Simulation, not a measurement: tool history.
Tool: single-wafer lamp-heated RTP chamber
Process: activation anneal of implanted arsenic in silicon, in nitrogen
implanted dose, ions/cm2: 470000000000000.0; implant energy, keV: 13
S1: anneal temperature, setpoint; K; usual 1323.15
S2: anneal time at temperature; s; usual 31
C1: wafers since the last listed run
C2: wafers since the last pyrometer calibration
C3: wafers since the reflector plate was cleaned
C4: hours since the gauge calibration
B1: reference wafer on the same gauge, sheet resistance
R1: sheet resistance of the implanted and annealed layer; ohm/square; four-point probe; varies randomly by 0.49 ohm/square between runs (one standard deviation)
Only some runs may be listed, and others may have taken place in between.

run   hour       S1  S2   C1    C2    C3     C4      B1      R1
  1      0  1323.15  31    0  6244  7285    315  214.88   208.5
       1.5  -- gauge calibrated
  2   21.3  1323.15  31  201  6445  7486   19.8  214.99  207.75
  3   48.1  1314.15  31  253  6698  7739   46.6  214.91  210.68
  4   61.8  1323.15  31  129  6828  7869   60.3  215.04  207.74
  5   94.7  1323.15  31  310  7139  8179   93.2  215.07  207.16
  6  108.6  1323.15  31  131  7270  8310  107.1  215.03  207.11
  7  142.6  1313.15  25  321  7591  8632  141.1  215.14  212.32
  8  177.6  1313.15  25  330  7921  8962  176.1  214.98  212.94
  9  198.8  1323.15  25  200  8122  9162  197.3  215.06  209.67
 10  231.6  1323.15  25  309  8431  9472  230.1  214.92  209.54
     250.9  -- reflector plate cleaned
       262  -- pyrometer window cleaned and pyrometer calibrated
 11  262.5  1323.15  25  140     4    34    261  214.94   212.6
 12  272.4  1317.15  46   93    98   127  270.9  215.06   206.4
 13  285.3  1317.15  46  121   220   249  283.8  215.02  205.74
 14  297.4  1317.15  46  114   334   363  295.9  215.06  206.56
 15  317.2  1339.15  31  186   521   550  315.7  215.03  204.63
     330.1  -- gauge calibrated
 16  335.4  1344.15  43  171   693   722    5.3  215.25  199.42
 17  356.4  1323.15  18  198   891   920   26.3  215.02  217.31
 18  372.6  1347.15  31  152  1044  1073   42.5  214.99  203.13
 19  407.9  1323.15  38  333  1378  1407   77.8  215.16  206.77
 20    432  1323.15  31  227  1605  1634  101.9  214.95  209.51
 21  459.6  1310.15  22  260  1866  1895  129.5  214.88  217.18
 22  474.7  1338.15  31  142  2008  2038  144.6  215.03   205.3
 23  490.3  1323.15  31  147  2156  2185  160.2  215.03  209.38
 24  505.2  1323.15  31  140  2296  2326  175.1  215.06  208.97
 25  533.6  1293.15  31  268  2565  2594  203.5  215.17     219
 26  556.7  1323.15  31  218  2783  2812  226.6  215.04  210.04
 27  576.4  1341.15  41  186  2969  2998  246.3     215  200.01
 28  603.2  1293.15  26  253  3222  3251  273.1  215.17  220.15

Predict each of these 3 candidate next runs independently; none follows another, all start after run 28:
  A  603.6  1323.15  48   3  3226  3255  273.5   ?   ?
  B  603.6  1299.15  44   3  3226  3255  273.5   ?   ?
  C  603.6  1313.15  21   3  3226  3255  273.5   ?   ?

run      B1      R1
  A  215.07   204.3
  B  215.07  212.73
  C  215.07  217.73
Without the tool's hidden state the same runs would have given:
run      R1
  A   205.2
  B  213.62
  C  218.52
